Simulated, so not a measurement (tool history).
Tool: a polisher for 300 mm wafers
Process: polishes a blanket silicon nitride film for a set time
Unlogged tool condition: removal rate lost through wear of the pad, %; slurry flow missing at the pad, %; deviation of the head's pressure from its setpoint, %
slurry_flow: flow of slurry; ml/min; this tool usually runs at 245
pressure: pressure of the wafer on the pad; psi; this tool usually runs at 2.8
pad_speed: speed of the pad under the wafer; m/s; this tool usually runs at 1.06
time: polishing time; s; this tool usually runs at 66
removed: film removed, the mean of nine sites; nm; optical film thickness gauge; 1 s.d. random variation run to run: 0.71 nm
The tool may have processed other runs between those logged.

| run | hour | slurry_flow | pressure | pad_speed | time | wafers since the last listed run | wafers polished on this pad | hours since the slurry nozzle was cleaned | hours since the head pressure was calibrated | incoming thickness of the incoming film, nm | removed |
|---|---|---|---|---|---|---|---|---|---|---|---|
| 1 | 0.0 | 245 | 2.8 | 1.06 | 66 | 0 | 195 | 185.6 | 1270.4 | 824.3 | 98.2 |
| 2 | 30.7 | 245 | 2.8 | 1.06 | 66 | 346 | 542 | 216.3 | 1301.1 | 809.4 | 97.9 |
| 3 | 47.9 | 245 | 2.8 | 1.06 | 66 | 194 | 736 | 233.5 | 1318.3 | 811.9 | 96.9 |
| 4 | 67.5 | 245 | 2.8 | 1.34 | 60 | 221 | 958 | 253.1 | 1337.9 | 810.0 | 108.1 |
| 5 | 91.0 | 245 | 2.8 | 1.34 | 60 | 265 | 1223 | 276.6 | 1361.4 | 816.9 | 107.4 |
| 6 | 112.9 | 245 | 2.8 | 1.06 | 66 | 247 | 1471 | 298.5 | 1383.3 | 807.0 | 96.8 |
| 7 | 126.0 | 245 | 3.1 | 1.06 | 66 | 148 | 1619 | 311.6 | 1396.4 | 808.3 | 107.6 |
| 8 | 140.8 | 245 | 3.1 | 1.06 | 66 | 167 | 1786 | 326.4 | 1411.2 | 801.6 | 108.2 |
| 9 | 161.6 | 245 | 2.8 | 1.06 | 66 | 235 | 2021 | 347.2 | 1432.0 | 801.5 | 97.8 |
|  | 176.9 | head pressure recalibrated |
| 10 | 177.4 | 180 | 2.8 | 1.06 | 66 | 155 | 2177 | 363.0 | 0.5 | 824.1 | 95.9 |
|  | 196.7 | worn pad replaced by a new one |
| 11 | 200.0 | 245 | 2.8 | 1.06 | 66 | 210 | 37 | 385.6 | 23.1 | 810.3 | 97.0 |
| 12 | 212.5 | 245 | 2.8 | 1.06 | 66 | 141 | 178 | 398.1 | 35.6 | 804.5 | 96.4 |
| 13 | 224.7 | 245 | 2.8 | 0.80 | 66 | 137 | 316 | 410.3 | 47.8 | 817.8 | 78.6 |
| 14 | 243.8 | 245 | 2.8 | 0.80 | 66 | 215 | 531 | 429.4 | 66.9 | 802.2 | 77.5 |
| 15 | 265.4 | 245 | 2.8 | 1.06 | 66 | 244 | 776 | 451.0 | 88.5 | 794.1 | 98.1 |
| 16 | 294.0 | 245 | 2.8 | 1.06 | 66 | 323 | 1099 | 479.6 | 117.1 | 811.5 | 98.4 |
| 17 | 326.4 | 325 | 3.2 | 1.06 | 66 | 366 | 1465 | 512.0 | 149.5 | 802.7 | 112.7 |
| 18 | 344.3 | 245 | 2.3 | 1.06 | 74 | 202 | 1667 | 529.9 | 167.4 | 818.5 | 92.0 |
| 19 | 365.7 | 275 | 2.8 | 1.24 | 66 | 241 | 1909 | 551.3 | 188.8 | 820.7 | 110.6 |
| 20 | 384.9 | 275 | 2.8 | 1.06 | 66 | 216 | 2126 | 570.5 | 208.0 | 814.9 | 98.8 |
| 21 | 407.3 | 245 | 2.8 | 1.06 | 66 | 253 | 2379 | 592.9 | 230.4 | 817.2 | 99.6 |
|  | 426.5 | worn pad replaced by a new one |
| 22 | 445.2 | 245 | 3.5 | 1.06 | 66 | 383 | 211 | 630.8 | 268.3 | 804.8 | 118.5 |
|  | 459.2 | slurry nozzle cleaned |
| 23 | 468.2 | 245 | 2.3 | 1.06 | 66 | 248 | 460 | 9.0 | 291.3 | 814.0 | 82.6 |
| 24 | 484.6 | 245 | 2.8 | 1.06 | 56 | 185 | 645 | 25.4 | 307.7 | 827.1 | 82.7 |
| 25 | 500.0 | 245 | 1.9 | 1.06 | 66 | 174 | 819 | 40.8 | 323.1 | 808.2 | 70.0 |
| 26 | 588.1 | 245 | 2.8 | 1.06 | 66 | 995 | 1814 | 128.9 | 411.2 | 804.3 | 98.6 |
| 27 | 613.1 | 205 | 2.8 | 0.72 | 50 | 282 | 2097 | 153.9 | 436.2 | 815.0 | 53.3 |
| 28 | 628.6 | 245 | 2.8 | 0.84 | 66 | 175 | 2272 | 169.4 | 451.7 | 801.3 | 80.8 |
| 29 | 641.8 | 245 | 2.8 | 1.06 | 79 | 149 | 2421 | 182.6 | 464.9 | 811.4 | 118.4 |
|  | 661.2 | worn pad replaced by a new one |
| 30 | 662.2 | 245 | 2.8 | 0.74 | 66 | 185 | 11 | 203.0 | 485.3 | 815.1 | 73.2 |
| 31 | 675.6 | 160 | 2.8 | 1.06 | 66 | 151 | 163 | 216.4 | 498.7 | 810.3 | 94.5 |
| 32 | 691.9 | 245 | 2.4 | 1.06 | 66 | 184 | 347 | 232.7 | 515.0 | 817.7 | 85.6 |
| 33 | 719.7 | 245 | 3.7 | 1.06 | 66 | 314 | 661 | 260.5 | 542.8 | 806.4 | 126.5 |
| 34 | 818.0 | 245 | 2.8 | 1.06 | 86 | 1110 | 1772 | 358.8 | 641.1 | 803.7 | 128.7 |
| 35 | 845.2 | 275 | 2.8 | 1.24 | 66 | 307 | 2079 | 386.0 | 668.3 | 803.7 | 112.7 |
| 36 | 857.7 | 245 | 2.8 | 1.06 | 66 | 141 | 2220 | 398.5 | 680.8 | 805.0 | 98.8 |
|  | 868.0 | worn pad replaced by a new one |
| 37 | 883.5 | 270 | 2.8 | 1.06 | 46 | 246 | 175 | 424.3 | 706.6 | 806.9 | 69.7 |
| 38 | 909.2 | 320 | 2.0 | 0.80 | 66 | 290 | 465 | 450.0 | 732.3 | 799.5 | 59.5 |

3 options for the next run, each taken on its own from the tool as it stands now. Forecast them:
| A | 909.6 | 245 | 2.8 | 1.06 | 66 | 4 | 470 | 450.4 | 732.7 | 807.7 | ? |
| B | 909.6 | 300 | 2.8 | 1.06 | 66 | 4 | 470 | 450.4 | 732.7 | 807.7 | ? |
| C | 909.6 | 220 | 2.8 | 1.06 | 66 | 4 | 470 | 450.4 | 732.7 | 807.7 | ? |

| run | removed |
|---|---|
| A | 97.8 |
| B | 99.5 |
| C | 96.8 |
With no hidden state in the tool, these same runs would have given:
| run | removed |
|---|---|
| A | 97.8 |
| B | 99.5 |
| C | 96.8 |

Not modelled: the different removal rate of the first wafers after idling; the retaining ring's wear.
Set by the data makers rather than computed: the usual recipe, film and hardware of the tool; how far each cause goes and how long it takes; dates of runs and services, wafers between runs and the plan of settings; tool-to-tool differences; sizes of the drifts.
